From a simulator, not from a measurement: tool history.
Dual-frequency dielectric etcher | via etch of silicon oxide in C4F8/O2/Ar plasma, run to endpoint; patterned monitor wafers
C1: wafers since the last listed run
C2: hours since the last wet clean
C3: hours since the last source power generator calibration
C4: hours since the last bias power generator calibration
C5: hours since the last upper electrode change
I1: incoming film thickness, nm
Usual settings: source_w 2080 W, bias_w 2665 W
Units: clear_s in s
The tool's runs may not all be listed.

{"run": 1, "hour": 0.0, "source_w": 1930, "bias_w": 2665, "C1": 0, "C2": 269.6, "C3": 4591.5, "C4": 4700.5, "C5": 2613.7, "I1": 1005.3, "clear_s": 187.8}
{"run": 2, "hour": 21.1, "source_w": 1930, "bias_w": 2665, "C1": 179, "C2": 290.7, "C3": 4612.6, "C4": 4721.6, "C5": 2634.8, "I1": 1006.6, "clear_s": 191.8}
{"run": 3, "hour": 36.8, "source_w": 2080, "bias_w": 2665, "C1": 133, "C2": 306.4, "C3": 4628.3, "C4": 4737.3, "C5": 2650.5, "I1": 1011, "clear_s": 183.4}
{"run": 4, "hour": 71.7, "source_w": 2080, "bias_w": 2665, "C1": 296, "C2": 341.3, "C3": 4663.2, "C4": 4772.2, "C5": 2685.4, "I1": 1005, "clear_s": 184.9}
{"run": 5, "hour": 93.5, "source_w": 2080, "bias_w": 2271, "C1": 185, "C2": 363.1, "C3": 4685, "C4": 4794, "C5": 2707.2, "I1": 995, "clear_s": 194.8}
{"run": 6, "hour": 119.5, "source_w": 2080, "bias_w": 2271, "C1": 221, "C2": 389.1, "C3": 4711, "C4": 4820, "C5": 2733.2, "I1": 998.7, "clear_s": 195}
{"run": 7, "hour": 143.2, "source_w": 2080, "bias_w": 2271, "C1": 201, "C2": 412.8, "C3": 4734.7, "C4": 4843.7, "C5": 2756.9, "I1": 997.8, "clear_s": 193}
{"run": 8, "hour": 158.9, "source_w": 2080, "bias_w": 2665, "C1": 133, "C2": 428.5, "C3": 4750.4, "C4": 4859.4, "C5": 2772.6, "I1": 1007.6, "clear_s": 185.4}
{"run": 9, "hour": 179.3, "source_w": 2080, "bias_w": 2665, "C1": 173, "C2": 448.9, "C3": 4770.8, "C4": 4879.8, "C5": 2793, "I1": 1014.9, "clear_s": 188.3}
{"hour": 220.6, "done": "upper electrode replaced, of another model than before"}
{"run": 10, "hour": 221.1, "source_w": 2080, "bias_w": 2233, "C1": 151, "C2": 490.7, "C3": 4812.6, "C4": 4921.6, "C5": 0.5, "I1": 1002.8, "clear_s": 204.2}
{"run": 11, "hour": 224.9, "source_w": 1570, "bias_w": 2665, "C1": 32, "C2": 494.5, "C3": 4816.4, "C4": 4925.4, "C5": 4.3, "I1": 1011.7, "clear_s": 206.3}
{"run": 12, "hour": 252.4, "source_w": 2080, "bias_w": 2665, "C1": 233, "C2": 522, "C3": 4843.9, "C4": 4952.9, "C5": 31.8, "I1": 993.7, "clear_s": 187.8}
{"hour": 274.0, "done": "source power generator calibrated"}
{"run": 13, "hour": 280.4, "source_w": 2280, "bias_w": 3280, "C1": 204, "C2": 550, "C3": 6.4, "C4": 4980.9, "C5": 59.8, "I1": 996.1, "clear_s": 163.5}
{"hour": 298.8, "done": "bias power generator calibrated"}
{"run": 14, "hour": 315.1, "source_w": 2080, "bias_w": 2665, "C1": 261, "C2": 584.7, "C3": 41.1, "C4": 16.3, "C5": 94.5, "I1": 1004.5, "clear_s": 190.1}
{"hour": 367.4, "done": "wet clean of the chamber"}
{"run": 15, "hour": 372.6, "source_w": 1950, "bias_w": 2025, "C1": 284, "C2": 5.2, "C3": 98.6, "C4": 73.8, "C5": 152, "I1": 1000.4, "clear_s": 208.9}
{"run": 16, "hour": 390.4, "source_w": 1690, "bias_w": 2096, "C1": 151, "C2": 23, "C3": 116.4, "C4": 91.6, "C5": 169.8, "I1": 1012, "clear_s": 217.6}
{"run": 17, "hour": 425.9, "source_w": 2430, "bias_w": 3214, "C1": 301, "C2": 58.5, "C3": 151.9, "C4": 127.1, "C5": 205.3, "I1": 1005.3, "clear_s": 153.6}
{"run": 18, "hour": 450.3, "source_w": 2080, "bias_w": 2665, "C1": 207, "C2": 82.9, "C3": 176.3, "C4": 151.5, "C5": 229.7, "I1": 1000.1, "clear_s": 177.4}

Run 19 comes next. What will it give?
{"run": 19, "hour": 483.7, "source_w": 2220, "bias_w": 3128, "C1": 284, "C2": 116.3, "C3": 209.7, "C4": 184.9, "C5": 263.1, "I1": 1001.6, "clear_s": "?"}

{"run 19": {"clear_s": 163}}
Without the tool's hidden state the same run would have given clear_s 161.6 s.

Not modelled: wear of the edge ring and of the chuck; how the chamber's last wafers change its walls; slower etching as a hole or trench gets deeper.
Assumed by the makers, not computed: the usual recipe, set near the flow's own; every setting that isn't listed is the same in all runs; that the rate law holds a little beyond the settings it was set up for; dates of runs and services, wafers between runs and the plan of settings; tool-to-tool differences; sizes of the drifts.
